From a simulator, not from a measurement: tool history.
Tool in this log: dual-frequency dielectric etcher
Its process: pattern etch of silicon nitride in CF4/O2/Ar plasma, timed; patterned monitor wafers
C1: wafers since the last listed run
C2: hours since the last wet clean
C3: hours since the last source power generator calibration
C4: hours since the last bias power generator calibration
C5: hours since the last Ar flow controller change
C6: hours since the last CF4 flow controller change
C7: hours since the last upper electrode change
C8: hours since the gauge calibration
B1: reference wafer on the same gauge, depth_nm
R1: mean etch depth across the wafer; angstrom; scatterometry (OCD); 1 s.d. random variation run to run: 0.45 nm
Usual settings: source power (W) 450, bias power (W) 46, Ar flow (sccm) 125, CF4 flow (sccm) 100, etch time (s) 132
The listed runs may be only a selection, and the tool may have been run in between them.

run 1 hour=0 | source_power_(W)=450 bias_power_(W)=46 Ar_flow_(sccm)=125 CF4_flow_(sccm)=100 etch_time_(s)=132 | C1=0 C2=18.3 C3=2113.7 C4=2339.6 C5=4498.6 C6=4703.8 C7=61.8 C8=40.1 | B1=186 | R1=1992
run 2 hour=14.8 | source_power_(W)=410 bias_power_(W)=35 Ar_flow_(sccm)=141 CF4_flow_(sccm)=100 etch_time_(s)=167 | C1=97 C2=33.1 C3=2128.5 C4=2354.4 C5=4513.4 C6=4718.6 C7=76.6 C8=54.9 | B1=185.9 | R1=2170
run 3 hour=31.5 | source_power_(W)=450 bias_power_(W)=46 Ar_flow_(sccm)=125 CF4_flow_(sccm)=111 etch_time_(s)=132 | C1=110 C2=49.8 C3=2145.2 C4=2371.1 C5=4530.1 C6=4735.3 C7=93.3 C8=71.6 | B1=186 | R1=2019
run 4 hour=45.5 | source_power_(W)=450 bias_power_(W)=46 Ar_flow_(sccm)=125 CF4_flow_(sccm)=100 etch_time_(s)=132 | C1=92 C2=63.8 C3=2159.2 C4=2385.1 C5=4544.1 C6=4749.3 C7=107.3 C8=85.6 | B1=186.1 | R1=1998
run 5 hour=55.7 | source_power_(W)=450 bias_power_(W)=46 Ar_flow_(sccm)=125 CF4_flow_(sccm)=77 etch_time_(s)=132 | C1=67 C2=74 C3=2169.4 C4=2395.3 C5=4554.3 C6=4759.5 C7=117.5 C8=95.8 | B1=186 | R1=1939
-- hour=66.6 CF4 flow controller replaced
run 6 hour=68.3 | source_power_(W)=450 bias_power_(W)=40 Ar_flow_(sccm)=125 CF4_flow_(sccm)=123 etch_time_(s)=132 | C1=43 C2=86.6 C3=2182 C4=2407.9 C5=4566.9 C6=1.7 C7=130.1 C8=108.4 | B1=185.9 | R1=1959
-- hour=83.4 source power generator calibrated
run 7 hour=83.9 | source_power_(W)=450 bias_power_(W)=35 Ar_flow_(sccm)=125 CF4_flow_(sccm)=117 etch_time_(s)=132 | C1=76 C2=102.2 C3=0.5 C4=2423.5 C5=4582.5 C6=17.3 C7=145.7 C8=124 | B1=186 | R1=1948
run 8 hour=89.1 | source_power_(W)=450 bias_power_(W)=41 Ar_flow_(sccm)=125 CF4_flow_(sccm)=100 etch_time_(s)=119 | C1=34 C2=107.4 C3=5.7 C4=2428.7 C5=4587.7 C6=22.5 C7=150.9 C8=129.2 | B1=186 | R1=1792
run 9 hour=100.1 | source_power_(W)=550 bias_power_(W)=49 Ar_flow_(sccm)=125 CF4_flow_(sccm)=100 etch_time_(s)=132 | C1=72 C2=118.4 C3=16.7 C4=2439.7 C5=4598.7 C6=33.5 C7=161.9 C8=140.2 | B1=185.9 | R1=2402
run 10 hour=109.3 | source_power_(W)=520 bias_power_(W)=46 Ar_flow_(sccm)=125 CF4_flow_(sccm)=100 etch_time_(s)=94 | C1=60 C2=127.6 C3=25.9 C4=2448.9 C5=4607.9 C6=42.7 C7=171.1 C8=149.4 | B1=186 | R1=1613
-- hour=116.1 bias power generator calibrated
run 11 hour=126.4 | source_power_(W)=450 bias_power_(W)=50 Ar_flow_(sccm)=125 CF4_flow_(sccm)=100 etch_time_(s)=107.5 | C1=86 C2=144.7 C3=43 C4=10.3 C5=4625 C6=59.8 C7=188.2 C8=166.5 | B1=186 | R1=1717
run 12 hour=138.9 | source_power_(W)=540 bias_power_(W)=46 Ar_flow_(sccm)=125 CF4_flow_(sccm)=100 etch_time_(s)=132 | C1=82 C2=157.2 C3=55.5 C4=22.8 C5=4637.5 C6=72.3 C7=200.7 C8=179 | B1=186 | R1=2319
-- hour=153.9 Ar flow controller replaced
run 13 hour=154.5 | source_power_(W)=550 bias_power_(W)=46 Ar_flow_(sccm)=117 CF4_flow_(sccm)=100 etch_time_(s)=132 | C1=63 C2=172.8 C3=71.1 C4=38.4 C5=0.6 C6=87.9 C7=216.3 C8=194.6 | B1=186 | R1=2361
run 14 hour=164.8 | source_power_(W)=450 bias_power_(W)=46 Ar_flow_(sccm)=125 CF4_flow_(sccm)=100 etch_time_(s)=132 | C1=67 C2=183.1 C3=81.4 C4=48.7 C5=10.9 C6=98.2 C7=226.6 C8=204.9 | B1=186 | R1=2053
run 15 hour=180.3 | source_power_(W)=350 bias_power_(W)=57 Ar_flow_(sccm)=125 CF4_flow_(sccm)=100 etch_time_(s)=161.5 | C1=102 C2=198.6 C3=96.9 C4=64.2 C5=26.4 C6=113.7 C7=242.1 C8=220.4 | B1=186 | R1=2298
run 16 hour=193.7 | source_power_(W)=450 bias_power_(W)=46 Ar_flow_(sccm)=112 CF4_flow_(sccm)=100 etch_time_(s)=132 | C1=88 C2=212 C3=110.3 C4=77.6 C5=39.8 C6=127.1 C7=255.5 C8=233.8 | B1=186 | R1=2070
run 17 hour=200.5 | source_power_(W)=450 bias_power_(W)=35 Ar_flow_(sccm)=125 CF4_flow_(sccm)=115 etch_time_(s)=132 | C1=44 C2=218.8 C3=117.1 C4=84.4 C5=46.6 C6=133.9 C7=262.3 C8=240.6 | B1=186 | R1=1933
run 18 hour=247.1 | source_power_(W)=450 bias_power_(W)=42 Ar_flow_(sccm)=125 CF4_flow_(sccm)=85 etch_time_(s)=109.5 | C1=306 C2=265.4 C3=163.7 C4=131 C5=93.2 C6=180.5 C7=308.9 C8=287.2 | B1=186.1 | R1=1614
run 19 hour=262.4 | source_power_(W)=450 bias_power_(W)=46 Ar_flow_(sccm)=125 CF4_flow_(sccm)=100 etch_time_(s)=132 | C1=100 C2=280.7 C3=179 C4=146.3 C5=108.5 C6=195.8 C7=324.2 C8=302.5 | B1=186 | R1=2047
run 20 hour=273.7 | source_power_(W)=450 bias_power_(W)=46 Ar_flow_(sccm)=149 CF4_flow_(sccm)=80 etch_time_(s)=158 | C1=74 C2=292 C3=190.3 C4=157.6 C5=119.8 C6=207.1 C7=335.5 C8=313.8 | B1=186 | R1=2335
run 21 hour=287.7 | source_power_(W)=450 bias_power_(W)=46 Ar_flow_(sccm)=102 CF4_flow_(sccm)=100 etch_time_(s)=132 | C1=92 C2=306 C3=204.3 C4=171.6 C5=133.8 C6=221.1 C7=349.5 C8=327.8 | B1=186 | R1=2092

For some of the steps in R1 from one run to the next: how much would appear even if the tool had no hidden state, given the settings, what came in and random variation, and how much remains for the hidden state plus any gauge scatter that the measured result and the result without hidden state don't share?
Unlogged tool condition in this case: etch rate over this chamber's usual, %; source power that arrives over what is set, %; bias power that arrives over what is set, %; Ar flow that arrives over what is set, %; CF4 flow that arrives over what is set, %; gauge reads high (%).
Run 1 -> 2: source power (W) 450 -> 410, bias power (W) 46 -> 35, Ar flow (sccm) 125 -> 141, etch time (s) 132 -> 167. R1 +178 angstrom: hidden state -8, all else +186.
Run 6 -> 7: bias power (W) 40 -> 35, CF4 flow (sccm) 123 -> 117, source power generator calibrated. R1 -11 angstrom: hidden state +67, all else -78.
Run 8 -> 9: source power (W) 450 -> 550, bias power (W) 41 -> 49, etch time (s) 119 -> 132. R1 +610 angstrom: hidden state -3, all else +613.
Run 9 -> 10: source power (W) 550 -> 520, bias power (W) 49 -> 46, etch time (s) 132 -> 94. R1 -789 angstrom: hidden state +2, all else -791.
